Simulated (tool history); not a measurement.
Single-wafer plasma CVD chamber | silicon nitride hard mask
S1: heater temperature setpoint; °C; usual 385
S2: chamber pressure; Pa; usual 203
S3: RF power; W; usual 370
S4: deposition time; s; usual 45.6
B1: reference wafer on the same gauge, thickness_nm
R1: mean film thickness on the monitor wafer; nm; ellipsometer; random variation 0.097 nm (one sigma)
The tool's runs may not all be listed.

run     day   S1   S2   S3    S4      B1      R1
  1       0  385  203  420  45.6  57.507  67.918
  2     0.7  385  203  420  45.6  57.481  67.631
  3   1.146  385  203  420  45.6  57.489  67.723
  4   1.675  385  203  370  45.6  57.453  62.693
  5   2.221  385  203  370  45.6  57.473  62.533
  6   2.496  385  203  370  45.6  57.483  62.678
  7   3.183  385  203  370  45.6  57.523  62.718
  8     4.7  385  203  370  45.6  57.471  62.596
      5.354  -- capacitance manometer re-zeroed and calibrated
  9   5.375  385  203  370  42.4  57.472  60.043
 10   5.854  385  203  370  42.4  57.513  60.022
      6.162  -- gauge calibrated
 11   6.196  385  203  370  45.6  57.502  64.633
 12   6.575  385  203  370  45.6  57.463  64.483
 13   6.875  393  203  370  45.6  57.491  64.229
      7.404  -- RF generator calibrated
 14   7.529  385  203  370  45.6  57.496  64.599
      8.354  -- showerhead replaced
 15   8.375  385  203  370  45.6   57.53  64.495
 16   8.388  385  203  370  45.6  57.479  64.372
 17   8.962  374  203  370  45.6  57.509  64.794
      9.479  -- thermocouple changed; heater temperature recalibrated
 18   9.625  385  179  370    38  57.474  50.367
 19  10.279  372  220  370  51.5  57.503  76.055
 20  10.867  373  203  370  45.6   57.52  64.617
 21  11.225  385  203  440    38  57.495  59.646
 22  11.704  397  203  425  52.1  57.477  79.793
 23  12.021  385  183  315  54.2  57.517  65.425

4 ways to go on from here, each from the tool as it stands after run 23. What would each give?
  A  12.038  385  203  370  37.2   ?   ?
  B  12.038  390  231  370  42.3   ?   ?
  C  12.038  385  203  340  45.6   ?   ?
  D  12.038  385  163  370  37.9   ?   ?

run      B1      R1
  A  57.509  52.736
  B  57.509  63.432
  C  57.509   61.24
  D  57.509  47.425
Without the tool's hidden state the same runs would have given:
run      R1
  A  52.649
  B  63.331
  C  61.138
  D  47.334
